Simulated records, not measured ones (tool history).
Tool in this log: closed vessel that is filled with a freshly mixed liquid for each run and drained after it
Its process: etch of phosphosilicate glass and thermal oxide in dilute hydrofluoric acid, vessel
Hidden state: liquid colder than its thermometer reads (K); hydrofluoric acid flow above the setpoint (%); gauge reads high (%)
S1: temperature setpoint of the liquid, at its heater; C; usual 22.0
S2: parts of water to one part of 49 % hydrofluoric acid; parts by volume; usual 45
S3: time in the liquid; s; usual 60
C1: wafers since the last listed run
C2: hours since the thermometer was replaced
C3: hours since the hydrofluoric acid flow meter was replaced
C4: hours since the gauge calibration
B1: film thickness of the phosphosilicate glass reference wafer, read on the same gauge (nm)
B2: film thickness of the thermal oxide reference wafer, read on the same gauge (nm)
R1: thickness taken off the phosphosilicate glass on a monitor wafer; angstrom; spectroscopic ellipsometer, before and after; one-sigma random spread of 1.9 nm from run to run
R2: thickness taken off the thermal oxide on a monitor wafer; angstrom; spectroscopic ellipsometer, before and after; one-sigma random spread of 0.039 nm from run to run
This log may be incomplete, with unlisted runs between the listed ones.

run	day	S1	S2	S3	C1	C2	C3	C4	B1	B2	R1	R2
1	0.000	22.0	45	90	0	826.8	320.2	736.1	79.99	39.99	4518.0	100.9
# day 7.254: hydrofluoric acid flow meter replaced
2	9.596	20.0	45	75	33053	1057.1	56.2	966.4	80.00	39.99	3316.2	71.6
3	11.754	22.0	45	60	7466	1108.9	108.0	1018.2	79.99	40.04	2872.9	63.4
4	20.312	22.0	45	60	29608	1314.3	313.4	1223.6	80.00	40.02	3048.3	66.3
# day 23.500: thermometer replaced
5	23.854	22.0	45	60	12108	8.5	398.4	1308.6	80.00	40.01	3020.7	67.3
6	28.046	22.0	45	60	14501	109.1	499.0	1409.2	80.01	40.01	3075.7	70.0
# day 28.088: hydrofluoric acid flow meter replaced
# day 30.825: gauge calibrated
7	31.838	22.0	45	60	12973	200.1	90.0	24.3	79.99	40.00	2895.8	63.7
8	35.750	17.5	45	60	13535	294.0	183.9	118.2	80.01	39.99	2445.2	54.4
9	38.833	22.0	35	60	10667	368.0	257.9	192.2	79.99	40.04	3897.5	86.4
10	41.038	26.0	40	60	7625	420.9	310.8	245.1	80.00	39.95	4059.1	89.4
11	43.942	22.0	45	60	10047	490.6	380.5	314.8	79.97	40.01	3070.7	67.8
12	47.729	22.0	45	60	13103	581.5	471.4	405.7	79.99	40.01	3130.8	70.4
# day 48.312: hydrofluoric acid flow meter replaced
13	50.058	27.0	60	85	7913	637.4	41.9	461.6	79.99	39.98	3606.9	80.2
14	52.329	22.0	45	75	7856	691.9	96.4	516.1	80.00	40.00	3605.8	79.0
# day 64.871: hydrofluoric acid flow meter replaced
15	65.421	19.0	30	45	45147	1006.1	13.2	830.3	80.03	40.05	2879.7	63.6

Below are 4 alternative next runs, each starting from the tool's condition after run 15. Predict each:
A	65.450	22.0	45	60	100	1006.8	13.9	831.0	?	?	?	?
B	65.450	22.0	45	30	100	1006.8	13.9	831.0	?	?	?	?
C	65.450	18.5	30	70	100	1006.8	13.9	831.0	?	?	?	?
D	65.450	18.0	60	85	100	1006.8	13.9	831.0	?	?	?	?

run	B1	B2	R1	R2
A	80.01	40.00	2851.9	63.9
B	80.01	40.00	1426.0	31.9
C	80.01	40.00	4373.4	97.9
D	80.01	40.00	2512.6	56.3
What these runs would have given with no unlogged condition in the tool:
run	R1	R2
A	2788.3	62.4
B	1394.2	31.2
C	4278.4	95.8
D	2455.9	55.0
